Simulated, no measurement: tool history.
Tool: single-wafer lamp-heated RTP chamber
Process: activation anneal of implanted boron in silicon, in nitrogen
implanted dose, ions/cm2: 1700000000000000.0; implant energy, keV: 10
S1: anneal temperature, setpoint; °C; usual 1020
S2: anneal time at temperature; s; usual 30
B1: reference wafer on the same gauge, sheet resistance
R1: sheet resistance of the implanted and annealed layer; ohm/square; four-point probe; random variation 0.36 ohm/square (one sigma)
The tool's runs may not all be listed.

run 1 hour=0.0 | S1=1020 S2=35 | B1=80.44 | R1=87.13
run 2 hour=12.1 | S1=1020 S2=35 | B1=80.40 | R1=87.51
run 3 hour=30.0 | S1=1020 S2=35 | B1=80.19 | R1=88.00
run 4 hour=37.9 | S1=1020 S2=30 | B1=80.31 | R1=88.29
run 5 hour=54.4 | S1=1020 S2=30 | B1=80.35 | R1=88.19
run 6 hour=65.8 | S1=1020 S2=30 | B1=80.25 | R1=88.63
run 7 hour=76.5 | S1=1020 S2=30 | B1=80.39 | R1=88.49
run 8 hour=92.7 | S1=1020 S2=30 | B1=80.27 | R1=88.45
run 9 hour=108.8 | S1=1043 S2=30 | B1=80.23 | R1=80.46
run 10 hour=141.5 | S1=1043 S2=30 | B1=80.24 | R1=79.43
run 11 hour=153.3 | S1=1043 S2=30 | B1=80.35 | R1=79.54
-- hour=159.2 gauge calibrated
run 12 hour=167.9 | S1=1020 S2=30 | B1=80.43 | R1=88.06
run 13 hour=181.5 | S1=1002 S2=40 | B1=80.28 | R1=92.62
run 14 hour=197.3 | S1=1002 S2=40 | B1=80.27 | R1=92.64
run 15 hour=204.3 | S1=1029 S2=43 | B1=80.40 | R1=80.55
run 16 hour=212.9 | S1=1034 S2=46 | B1=80.39 | R1=78.74
run 17 hour=221.4 | S1=1020 S2=30 | B1=80.19 | R1=87.37
run 18 hour=237.3 | S1=991 S2=14 | B1=80.41 | R1=104.25
run 19 hour=252.8 | S1=1020 S2=30 | B1=80.39 | R1=86.85
run 20 hour=264.1 | S1=1011 S2=30 | B1=80.28 | R1=90.64
-- hour=278.1 pyrometer window cleaned and pyrometer calibrated
run 21 hour=278.6 | S1=1020 S2=30 | B1=80.49 | R1=91.55
run 22 hour=289.0 | S1=1038 S2=39 | B1=80.21 | R1=81.95
run 23 hour=295.3 | S1=1039 S2=38 | B1=80.21 | R1=81.52
run 24 hour=311.6 | S1=1043 S2=37 | B1=80.22 | R1=80.00
run 25 hour=319.9 | S1=992 S2=30 | B1=80.31 | R1=101.41
run 26 hour=335.2 | S1=990 S2=15 | B1=80.33 | R1=107.05
run 27 hour=346.3 | S1=999 S2=19 | B1=80.34 | R1=101.82
-- hour=360.5 reflector plate cleaned
run 28 hour=363.5 | S1=1040 S2=30 | B1=80.27 | R1=84.97
run 29 hour=398.1 | S1=1038 S2=39 | B1=80.35 | R1=82.70
run 30 hour=408.6 | S1=1035 S2=20 | B1=80.36 | R1=89.50
run 31 hour=417.9 | S1=1020 S2=30 | B1=80.17 | R1=91.92
run 32 hour=428.8 | S1=1020 S2=30 | B1=80.18 | R1=92.33
run 33 hour=435.5 | S1=1020 S2=30 | B1=80.19 | R1=91.70
run 34 hour=442.3 | S1=993 S2=37 | B1=80.37 | R1=101.30
run 35 hour=449.9 | S1=1020 S2=30 | B1=80.31 | R1=91.42
run 36 hour=466.3 | S1=990 S2=30 | B1=80.19 | R1=103.89
run 37 hour=483.6 | S1=1047 S2=13 | B1=80.35 | R1=88.32

The same runs without the tool's hidden state, with the same run-to-run variation:
The hidden state here: true wafer temperature minus pyrometer reading, K; wafer temperature error from the tarnished reflector plate, K; gauge reads high (%).
run=1 R1=92.77
run=2 R1=93.25
run=3 R1=93.90
run=4 R1=94.13
run=5 R1=94.13
run=6 R1=94.69
run=7 R1=94.62
run=8 R1=94.69
run=9 R1=85.60
run=10 R1=84.69
run=11 R1=84.87
run=12 R1=94.85
run=13 R1=99.89
run=14 R1=100.05
run=15 R1=87.10
run=16 R1=84.91
run=17 R1=94.54
run=18 R1=113.23
run=19 R1=94.23
run=20 R1=98.21
run=21 R1=94.42
run=22 R1=84.75
run=23 R1=84.41
run=24 R1=83.03
run=25 R1=105.88
run=26 R1=112.55
run=27 R1=106.60
run=28 R1=86.52
run=29 R1=84.65
run=30 R1=91.56
run=31 R1=94.29
run=32 R1=94.84
run=33 R1=94.26
run=34 R1=104.41
run=35 R1=94.14
run=36 R1=107.45
run=37 R1=90.76

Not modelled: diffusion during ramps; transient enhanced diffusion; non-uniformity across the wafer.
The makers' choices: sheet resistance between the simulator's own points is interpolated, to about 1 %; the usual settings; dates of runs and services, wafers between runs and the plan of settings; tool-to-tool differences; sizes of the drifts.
